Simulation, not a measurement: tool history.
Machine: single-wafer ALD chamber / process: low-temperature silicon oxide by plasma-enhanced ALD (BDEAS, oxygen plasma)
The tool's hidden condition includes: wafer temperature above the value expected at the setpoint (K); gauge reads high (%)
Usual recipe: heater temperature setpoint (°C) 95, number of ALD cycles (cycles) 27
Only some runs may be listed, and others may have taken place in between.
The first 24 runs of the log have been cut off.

run	hour	heater temperature setpoint (°C)	number of ALD cycles (cycles)	wafers since the last listed run	hours since the last thermocouple change	hours since the gauge calibration	read-back reference wafer on the same gauge, thickness_nm	mean film thickness on the monitor wafer (nm)
# hour 842.8: thermocouple changed; heater temperature recalibrated
25	844.5	108	24	46	1.7	156.7	4.728	3.897
26	872.5	95	27	231	29.7	184.7	4.73	4.622
27	931.4	88	25	486	88.6	243.6	4.727	4.39
28	958.6	82	32	224	115.8	270.8	4.729	5.762
29	977.1	110	27	152	134.3	289.3	4.733	4.369
# hour 1025.6: thermocouple changed; heater temperature recalibrated, repeated, since the last time left the tool worse
30	1068.9	102	28	691	43.3	381.1	4.729	4.555
31	1092.4	89	26	193	66.8	404.6	4.732	4.442
32	1137.6	88	24	373	112	449.8	4.733	4.115
33	1166.9	91	31	241	141.3	479.1	4.727	5.268
34	1179.1	99	24	100	153.5	491.3	4.731	3.946
35	1209.6	83	30	251	184	521.8	4.727	5.241
36	1244.2	104	27	285	218.6	556.4	4.731	4.382

Consider 4 possible next runs. They are alternatives, not a sequence: every one starts from the tool as it was left by run 36. What does each give?
A	1244.6	95	31	3	219	556.8	?	?
B	1244.6	110	29	3	219	556.8	?	?
C	1244.6	109	30	3	219	556.8	?	?
D	1244.6	83	25	3	219	556.8	?	?

run	read-back reference wafer on the same gauge, thickness_nm	mean film thickness on the monitor wafer (nm)
A	4.73	5.176
B	4.73	4.638
C	4.73	4.808
D	4.73	4.376
Stripped of hidden state, with their random variation kept, the same runs would have yielded:
run	mean film thickness on the monitor wafer (nm)
A	5.142
B	4.622
C	4.791
D	4.348

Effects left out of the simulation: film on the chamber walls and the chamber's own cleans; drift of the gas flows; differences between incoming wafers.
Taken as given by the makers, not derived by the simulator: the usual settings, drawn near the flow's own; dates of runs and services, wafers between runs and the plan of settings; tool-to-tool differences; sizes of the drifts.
